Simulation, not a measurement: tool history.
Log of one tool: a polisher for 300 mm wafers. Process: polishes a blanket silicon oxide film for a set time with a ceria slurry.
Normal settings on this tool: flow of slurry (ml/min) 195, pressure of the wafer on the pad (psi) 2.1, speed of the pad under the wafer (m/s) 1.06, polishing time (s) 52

run	hour	flow of slurry (ml/min)	pressure of the wafer on the pad (psi)	speed of the pad under the wafer (m/s)	polishing time (s)	incoming thickness of the incoming film, nm	film removed (Å)
1	0.0	195	2.1	1.06	52	1501.3	1857
2	26.6	195	2.1	1.06	52	1470.9	1845
3	57.9	195	2.1	1.06	52	1473.2	1877
4	70.4	195	2.1	1.06	52	1489.5	1859
# hour 100.9: worn pad replaced by a new one
5	101.4	195	2.1	1.06	52	1467.0	1907
6	125.5	195	2.1	1.06	52	1461.8	1882
7	143.6	195	2.1	0.76	52	1482.0	1332
8	162.7	195	2.1	0.76	52	1482.5	1350
9	183.1	195	2.1	0.76	52	1474.2	1377
10	203.7	195	2.6	1.06	52	1463.0	2224
# hour 231.7: slurry nozzle cleaned
# hour 235.7: worn pad replaced by a new one
11	237.5	195	2.6	1.06	52	1494.7	2489
12	255.6	195	2.1	1.06	52	1491.5	2080
13	283.3	195	2.1	1.06	52	1471.2	2035
14	306.7	195	2.1	1.06	52	1505.8	2052
15	321.7	170	2.3	1.06	65	1478.8	2678
16	346.0	195	2.1	1.06	52	1465.7	2087
17	378.3	195	2.1	0.78	52	1480.0	1511
# hour 386.5: worn pad replaced by a new one
18	399.0	225	2.1	1.06	38	1490.8	1532
# hour 402.0: head pressure recalibrated
19	429.3	165	2.3	1.20	61	1488.9	2451
# hour 509.1: worn pad replaced by a new one
20	509.6	195	2.7	0.78	59	1476.1	1844
21	536.6	195	2.1	1.06	52	1479.3	1794
22	552.8	195	2.1	1.06	44	1459.0	1519
23	577.4	145	2.7	1.06	52	1472.9	2064
24	600.3	195	2.1	1.06	52	1497.7	1785
25	612.4	245	1.7	1.06	43	1478.2	1305
# hour 636.3: worn pad replaced by a new one
26	648.3	255	2.1	0.90	52	1446.9	1591
27	665.1	195	2.4	1.06	67	1481.7	2613

5 ways to go on from here, each from the tool as it stands after run 27. What would each give?
A	665.5	195	2.1	1.06	66	1470.8	?
B	665.5	250	2.1	1.06	36	1470.8	?
C	665.5	195	1.4	1.06	39	1470.8	?
D	665.5	195	2.1	0.70	52	1470.8	?
E	665.5	130	1.8	1.06	52	1470.8	?

run	film removed (Å)
A	2242
B	1283
C	965
D	1166
E	1394
Without the tool's hidden state the same runs would have given:
run	film removed (Å)
A	2396
B	1350
C	1032
D	1246
E	1545

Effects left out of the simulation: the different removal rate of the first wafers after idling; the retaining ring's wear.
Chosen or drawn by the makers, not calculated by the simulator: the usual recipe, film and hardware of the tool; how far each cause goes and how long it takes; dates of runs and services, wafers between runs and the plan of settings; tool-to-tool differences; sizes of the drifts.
